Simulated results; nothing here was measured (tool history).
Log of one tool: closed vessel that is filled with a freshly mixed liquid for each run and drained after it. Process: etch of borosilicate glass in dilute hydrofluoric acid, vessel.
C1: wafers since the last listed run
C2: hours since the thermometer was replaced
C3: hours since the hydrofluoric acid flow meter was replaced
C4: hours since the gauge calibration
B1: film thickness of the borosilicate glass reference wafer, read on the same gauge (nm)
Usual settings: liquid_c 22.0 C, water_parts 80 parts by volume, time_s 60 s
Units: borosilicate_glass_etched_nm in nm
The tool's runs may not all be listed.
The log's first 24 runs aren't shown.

Run 25, day 13.204: usual settings but liquid_c 26.0 C, water_parts 45 parts by volume, time_s 75 s; C1 851; C2 1324.9; C3 105.7; C4 38.9; B1 60.01. Result: borosilicate_glass_etched_nm 82.05 nm.
At day 13.367: thermometer replaced.
Run 26, day 13.488: usual settings but water_parts 40 parts by volume, time_s 50 s; C1 624; C2 2.9; C3 112.5; C4 45.7; B1 60.02. Result: borosilicate_glass_etched_nm 52.36 nm.
Run 27, day 14.075: usual settings but liquid_c 18.0 C, water_parts 50 parts by volume, time_s 80 s; C1 1518; C2 17.0; C3 126.6; C4 59.8; B1 59.99. Result: borosilicate_glass_etched_nm 55.89 nm.
Run 28, day 14.750: usual settings but time_s 35 s; C1 1745; C2 33.2; C3 142.8; C4 76.0; B1 60.00. Result: borosilicate_glass_etched_nm 17.43 nm.
Run 29, day 16.875: usual settings; C1 5493; C2 84.2; C3 193.8; C4 127.0; B1 60.02. Result: borosilicate_glass_etched_nm 30.19 nm.
Run 30, day 17.379: usual settings but time_s 30 s; C1 1303; C2 96.3; C3 205.9; C4 139.1; B1 60.00. Result: borosilicate_glass_etched_nm 14.96 nm.
Run 31, day 17.992: usual settings but liquid_c 18.5 C, water_parts 100 parts by volume; C1 1583; C2 111.0; C3 220.6; C4 153.8; B1 59.98. Result: borosilicate_glass_etched_nm 20.10 nm.
Run 32, day 18.650: usual settings but liquid_c 19.0 C, time_s 70 s; C1 1702; C2 126.8; C3 236.4; C4 169.6; B1 60.01. Result: borosilicate_glass_etched_nm 30.95 nm.

5 ways to go on from here, each from the tool as it stands after run 32. What would each give?
Run A, day 18.679: usual settings; C1 75; C2 127.5; C3 237.1; C4 170.3; B1 ?. Result: borosilicate_glass_etched_nm ?.
Run B, day 18.679: usual settings but water_parts 110 parts by volume, time_s 30 s; C1 75; C2 127.5; C3 237.1; C4 170.3; B1 ?. Result: borosilicate_glass_etched_nm ?.
Run C, day 18.679: usual settings but liquid_c 23.5 C, water_parts 105 parts by volume, time_s 85 s; C1 75; C2 127.5; C3 237.1; C4 170.3; B1 ?. Result: borosilicate_glass_etched_nm ?.
Run D, day 18.679: usual settings but water_parts 100 parts by volume, time_s 85 s; C1 75; C2 127.5; C3 237.1; C4 170.3; B1 ?. Result: borosilicate_glass_etched_nm ?.
Run E, day 18.679: usual settings but liquid_c 17.5 C; C1 75; C2 127.5; C3 237.1; C4 170.3; B1 ?. Result: borosilicate_glass_etched_nm ?.

run     B1  borosilicate_glass_etched_nm
  A  59.98                         29.82
  B  59.98                         10.47
  C  59.98                         33.17
  D  59.98                         33.00
  E  59.98                         24.71
Without the tool's hidden state the same runs would have given:
run  borosilicate_glass_etched_nm
  A                         29.82
  B                         10.47
  C                         33.17
  D                         33.00
  E                         24.71
